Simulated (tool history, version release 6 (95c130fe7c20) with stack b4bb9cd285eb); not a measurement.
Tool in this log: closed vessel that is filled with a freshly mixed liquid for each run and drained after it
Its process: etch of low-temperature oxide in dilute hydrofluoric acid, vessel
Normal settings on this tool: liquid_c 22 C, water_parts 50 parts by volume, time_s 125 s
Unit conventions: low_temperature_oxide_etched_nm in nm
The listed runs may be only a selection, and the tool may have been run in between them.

run,hour,liquid_c,water_parts,time_s,wafers since the last listed run,hours since the thermometer was replaced,hours since the hydrofluoric acid flow meter was replaced,hours since the gauge calibration,"read-back film thickness of the low-temperature oxide reference wafer, read on the same gauge (nm)",low_temperature_oxide_etched_nm
1,0,22,50,125,0,15.4,1562.7,973.5,90.01,60.36
2,99.3,22,50,125,11533,114.7,1662,1072.8,90.01,59.19
3,184.3,22,50,125,9872,199.7,1747,1157.8,90.01,59.3
4,235.3,24.5,60,125,5923,250.7,1798,1208.8,89.99,54.11
5,282.4,24.5,60,125,5470,297.8,1845.1,1255.9,89.99,53.27
6,399,22,50,125,13543,414.4,1961.7,1372.5,90,59.39
7,447.8,22,50,125,5668,463.2,2010.5,1421.3,90.02,58.43
8,538.6,22,50,125,10546,554,2101.3,1512.1,89.99,58.23
9,628.7,22,50,125,10465,644.1,2191.4,1602.2,89.98,58.1
10,730,22,50,125,11765,745.4,2292.7,1703.5,90.01,58.57
# hour 774.8: hydrofluoric acid flow meter replaced
11,798,22,50,125,7782,813.4,23.2,1771.5,90.02,57.63
12,880.1,22,50,125,9535,895.5,105.3,1853.6,90.04,57.79
13,927.9,22,35,160,5551,943.3,153.1,1901.4,90,105.45
14,1027.1,22,50,195,11522,1042.5,252.3,2000.6,90.01,88.63
15,1113.5,22,70,200,10035,1128.9,338.7,2087,90.01,63.04
16,1213.9,17.5,50,125,11661,1229.3,439.1,2187.4,89.99,46.49
17,1275.5,20.5,40,125,7154,1290.9,500.7,2249,90,66.47
# hour 1288.4: thermometer replaced
18,1370.4,23.5,50,95,10906,82,595.6,2343.9,90.02,48.84
19,1410.2,19.5,40,125,4622,121.8,635.4,2383.7,90.04,67.5
# hour 1414.1: gauge calibrated
20,1473.5,17.5,45,170,7352,185.1,698.7,59.4,90,74.04
21,1549.1,26,60,75,8780,260.7,774.3,135,90.02,34.35
22,1589.5,22,50,125,4692,301.1,814.7,175.4,90.01,58.71
23,1690.5,22,50,125,11731,402.1,915.7,276.4,90.02,58.9
24,1737.3,25,55,150,5435,448.9,962.5,323.2,90.01,72.11
25,1838.2,22,50,125,11719,549.8,1063.4,424.1,89.98,58.02
26,1886.2,22,50,185,5575,597.8,1111.4,472.1,90.02,86.15
27,1965.7,22,40,65,9233,677.3,1190.9,551.6,89.99,37.83
28,2057.2,22,50,175,10627,768.8,1282.4,643.1,89.99,80.51
29,2099.2,17.5,50,170,4878,810.8,1324.4,685.1,90,63.9
30,2270.9,19,35,55,19942,982.5,1496.1,856.8,89.97,32.02
31,2354.5,22,65,200,9710,1066.1,1579.7,940.4,89.98,68.24
32,2416.4,26.5,65,185,7189,1128,1641.6,1002.3,89.98,76.17
# hour 2491.2: thermometer replaced
33,2491.8,22,50,125,8641,0.6,1717,1077.7,89.98,60.69

What if the next run were any one of these 3? Each begins from the tool's condition after run 33:
A,2492.5,22,50,160,81,1.3,1717.7,1078.4,?,?
B,2492.5,24,50,125,81,1.3,1717.7,1078.4,?,?
C,2492.5,25.5,50,125,81,1.3,1717.7,1078.4,?,?

run,"read-back film thickness of the low-temperature oxide reference wafer, read on the same gauge (nm)",low_temperature_oxide_etched_nm
A,89.97,77.25
B,89.97,65.57
C,89.97,69.73
What these runs would have given with no unlogged condition in the tool:
run,low_temperature_oxide_etched_nm
A,77.38
B,65.68
C,69.84
